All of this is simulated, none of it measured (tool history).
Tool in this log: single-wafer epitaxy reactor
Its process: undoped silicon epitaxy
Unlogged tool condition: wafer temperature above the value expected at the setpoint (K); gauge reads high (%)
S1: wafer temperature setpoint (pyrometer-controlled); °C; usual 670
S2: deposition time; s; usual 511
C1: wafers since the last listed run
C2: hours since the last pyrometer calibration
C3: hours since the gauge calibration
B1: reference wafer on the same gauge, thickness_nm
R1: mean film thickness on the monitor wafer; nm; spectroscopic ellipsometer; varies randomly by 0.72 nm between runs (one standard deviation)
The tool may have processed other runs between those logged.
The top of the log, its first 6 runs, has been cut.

run   hour   S1   S2   C1      C2     C3       B1       R1
  7  127.3  670  552   55  2452.1  219.7  134.986  164.422
  8    150  670  552   93  2474.8  242.4  135.211  163.545
  9  175.8  670  552  106  2500.6  268.2  134.987  164.004
 10  190.2  663  511   59    2515  282.6  135.134  128.945
 11  208.7  663  511   76  2533.5  301.1  135.075  128.766
 12  235.4  670  548  109  2560.2  327.8  134.986  162.464
 13  277.2  670  511  171    2602  369.6  135.122  150.917
 14  306.9  670  511  122  2631.7  399.3  135.162  152.236
 15  326.5  679  511   80  2651.3  418.9  134.949   184.97
 16  349.7  679  511   95  2674.5  442.1  135.176  183.055
 17  382.8  670  511  136  2707.6  475.2   135.07  151.221
 18  405.1  657  511   91  2729.9  497.5  134.931    113.1
 19  432.6  666  581  113  2757.4    525  134.859  159.343
 20  463.2  670  511  125    2788  555.6  135.047  152.089
 21  487.9  674  465  101  2812.7  580.3  135.041  150.909
 22  502.8  675  613   61  2827.6  595.2  135.046  200.626
 23  533.1  670  511  124  2857.9  625.5  134.878      152
 24  546.3  678  468   54  2871.1  638.7  135.069  164.884
 25  574.9  670  414  117  2899.7  667.3  134.995  122.686
 26  600.3  670  511  104  2925.1  692.7  134.959  153.361
     610.2  -- gauge calibrated
       671  -- pyrometer calibrated
 27  704.6  670  511  396    33.6   94.4  135.067   134.05
 28  723.1  681  608   76    52.1  112.9  135.023  204.563
 29  745.4  658  587   91    74.4  135.2  135.032  117.544

Run 30, settings as shown, results not yet in. Your forecast:
 30  815.4  662  470  287  144.4  205.2   ?   ?

B1: 134.96
R1: 105.506 nm
Minus the tool's unlogged condition, the same run would have read R1 105.978 nm.
